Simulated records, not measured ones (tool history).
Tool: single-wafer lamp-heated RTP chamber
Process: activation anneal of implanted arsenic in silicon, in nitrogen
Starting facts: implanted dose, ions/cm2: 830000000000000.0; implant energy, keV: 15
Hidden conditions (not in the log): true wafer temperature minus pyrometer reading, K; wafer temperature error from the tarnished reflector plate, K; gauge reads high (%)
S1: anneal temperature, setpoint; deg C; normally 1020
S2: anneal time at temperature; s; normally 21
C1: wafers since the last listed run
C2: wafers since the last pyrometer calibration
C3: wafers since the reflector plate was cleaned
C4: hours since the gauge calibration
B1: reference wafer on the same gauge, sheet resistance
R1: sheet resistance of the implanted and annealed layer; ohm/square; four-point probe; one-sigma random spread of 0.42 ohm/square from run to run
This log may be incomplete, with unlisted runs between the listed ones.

Run 1, hour 0.0: usual settings; C1 0; C2 10; C3 1997; C4 336.2; B1 170.03. Result: R1 143.69 ohm/square.
Run 2, hour 0.3: usual settings; C1 5; C2 15; C3 2003; C4 336.5; B1 170.07. Result: R1 142.79 ohm/square.
Run 3, hour 9.3: usual settings but S1 1027 deg C; C1 177; C2 193; C3 2181; C4 345.5; B1 170.01. Result: R1 139.65 ohm/square.
Run 4, hour 18.2: usual settings but S1 1027 deg C; C1 175; C2 368; C3 2356; C4 354.4; B1 170.12. Result: R1 139.78 ohm/square.
Run 5, hour 26.4: usual settings but S1 1027 deg C; C1 161; C2 530; C3 2518; C4 362.6; B1 170.11. Result: R1 139.69 ohm/square.
Run 6, hour 44.3: usual settings; C1 352; C2 883; C3 2870; C4 380.5; B1 170.02. Result: R1 140.09 ohm/square.
Run 7, hour 54.7: usual settings; C1 204; C2 1088; C3 3075; C4 390.9; B1 169.74. Result: R1 140.37 ohm/square.
Run 8, hour 61.7: usual settings; C1 137; C2 1225; C3 3213; C4 397.9; B1 170.00. Result: R1 140.55 ohm/square.
Run 9, hour 69.0: usual settings; C1 143; C2 1369; C3 3357; C4 405.2; B1 170.13. Result: R1 139.57 ohm/square.
Run 10, hour 83.5: usual settings; C1 285; C2 1655; C3 3643; C4 419.7; B1 169.90. Result: R1 139.02 ohm/square.
Run 11, hour 97.8: usual settings; C1 281; C2 1937; C3 3925; C4 434.0; B1 169.80. Result: R1 139.12 ohm/square.
Run 12, hour 109.2: usual settings; C1 224; C2 2162; C3 4149; C4 445.4; B1 169.65. Result: R1 138.95 ohm/square.
At hour 120.6: pyrometer window cleaned and pyrometer calibrated.
Run 13, hour 126.6: usual settings; C1 185; C2 118; C3 4335; C4 462.8; B1 170.06. Result: R1 140.70 ohm/square.
Run 14, hour 133.9: usual settings; C1 143; C2 262; C3 4478; C4 470.1; B1 169.85. Result: R1 140.53 ohm/square.
Run 15, hour 149.8: usual settings; C1 313; C2 575; C3 4792; C4 486.0; B1 170.02. Result: R1 139.99 ohm/square.
Run 16, hour 156.2: usual settings; C1 126; C2 702; C3 4918; C4 492.4; B1 169.96. Result: R1 139.43 ohm/square.
Run 17, hour 172.9: usual settings; C1 329; C2 1031; C3 5247; C4 509.1; B1 170.08. Result: R1 139.56 ohm/square.
Run 18, hour 182.2: usual settings but S1 1046 deg C, S2 15 s; C1 183; C2 1214; C3 5430; C4 518.4; B1 170.15. Result: R1 135.62 ohm/square.
At hour 188.0: gauge calibrated.
At hour 199.3: reflector plate cleaned.
Run 19, hour 199.8: usual settings but S1 1027 deg C; C1 189; C2 1403; C3 9; C4 11.8; B1 169.85. Result: R1 138.33 ohm/square.
Run 20, hour 213.1: usual settings but S1 1010 deg C, S2 25 s; C1 262; C2 1665; C3 271; C4 25.1; B1 169.99. Result: R1 140.27 ohm/square.
Run 21, hour 222.7: usual settings but S1 1033 deg C; C1 189; C2 1854; C3 460; C4 34.7; B1 170.17. Result: R1 136.09 ohm/square.
At hour 231.9: pyrometer window cleaned and pyrometer calibrated.
Run 22, hour 232.4: usual settings; C1 33; C2 9; C3 494; C4 44.4; B1 169.90. Result: R1 143.12 ohm/square.
Run 23, hour 238.6: usual settings; C1 122; C2 131; C3 616; C4 50.6; B1 169.82. Result: R1 142.61 ohm/square.
Run 24, hour 247.4: usual settings but S2 26 s; C1 173; C2 305; C3 789; C4 59.4; B1 169.99. Result: R1 139.10 ohm/square.
Run 25, hour 253.5: usual settings but S1 1006 deg C; C1 120; C2 425; C3 909; C4 65.5; B1 169.93. Result: R1 146.49 ohm/square.
Run 26, hour 263.1: usual settings; C1 189; C2 614; C3 1099; C4 75.1; B1 169.95. Result: R1 140.93 ohm/square.
Run 27, hour 281.8: usual settings but S2 17 s; C1 368; C2 982; C3 1467; C4 93.8; B1 170.06. Result: R1 143.40 ohm/square.
Run 28, hour 290.7: usual settings but S1 1049 deg C, S2 30 s; C1 175; C2 1158; C3 1643; C4 102.7; B1 170.09. Result: R1 128.08 ohm/square.
Run 29, hour 307.0: usual settings but S1 995 deg C, S2 13 s; C1 321; C2 1479; C3 1964; C4 119.0; B1 170.02. Result: R1 154.41 ohm/square.
Run 30, hour 322.2: usual settings but S1 1036 deg C; C1 299; C2 1779; C3 2263; C4 134.2; B1 169.93. Result: R1 134.82 ohm/square.
At hour 342.8: pyrometer window cleaned and pyrometer calibrated.
Run 31, hour 343.3: usual settings but S2 25 s; C1 258; C2 10; C3 2521; C4 155.3; B1 170.04. Result: R1 140.81 ohm/square.
Run 32, hour 349.0: usual settings; C1 112; C2 122; C3 2634; C4 161.0; B1 170.04. Result: R1 142.11 ohm/square.
Run 33, hour 383.0: usual settings but S1 1030 deg C, S2 18 s; C1 670; C2 792; C3 3304; C4 195.0; B1 169.77. Result: R1 138.94 ohm/square.
Run 34, hour 390.6: usual settings but S2 9 s; C1 149; C2 942; C3 3454; C4 202.6; B1 169.86. Result: R1 150.79 ohm/square.
Run 35, hour 407.9: usual settings; C1 340; C2 1283; C3 3795; C4 219.9; B1 170.14. Result: R1 138.71 ohm/square.
Run 36, hour 420.5: usual settings but S1 991 deg C, S2 32 s; C1 248; C2 1531; C3 4043; C4 232.5; B1 169.98. Result: R1 142.11 ohm/square.
Run 37, hour 430.1: usual settings but S1 1035 deg C, S2 12 s; C1 189; C2 1720; C3 4232; C4 242.1; B1 169.74. Result: R1 140.75 ohm/square.
Run 38, hour 437.0: usual settings but S1 1001 deg C, S2 17 s; C1 135; C2 1856; C3 4368; C4 249.0; B1 170.20. Result: R1 147.86 ohm/square.

Hidden state at the last listed run before each entry between runs and at the first one after, where it differs:
In the gap between runs 12 and 13: pyrometer window cleaned and pyrometer calibrated (hour 120.6)
  true wafer temperature minus pyrometer reading, K: 12.2 -> 2.51; wafer temperature error from the tarnished reflector plate, K: 3.67 -> 4.23
  measured result minus the result with no hidden state, R1: -4.91 -> -2.18 ohm/square
In the gap between runs 18 and 19: gauge calibrated (hour 188.0); reflector plate cleaned (hour 199.3)
  true wafer temperature minus pyrometer reading, K: 10.7 -> 11.7; wafer temperature error from the tarnished reflector plate, K: 6.27 -> 0.97
  measured result minus the result with no hidden state, R1: -4.57 -> -3.73 ohm/square
In the gap between runs 21 and 22: pyrometer window cleaned and pyrometer calibrated (hour 231.9)
  true wafer temperature minus pyrometer reading, K: 12.4 -> 0.566; wafer temperature error from the tarnished reflector plate, K: 1.01 -> 1.04
  measured result minus the result with no hidden state, R1: -3.73 -> -0.54 ohm/square
In the gap between runs 30 and 31: pyrometer window cleaned and pyrometer calibrated (hour 342.8)
  true wafer temperature minus pyrometer reading, K: 11.8 -> 1.25; wafer temperature error from the tarnished reflector plate, K: 1.99 -> 2.37
  measured result minus the result with no hidden state, R1: -3.73 -> -1.17 ohm/square
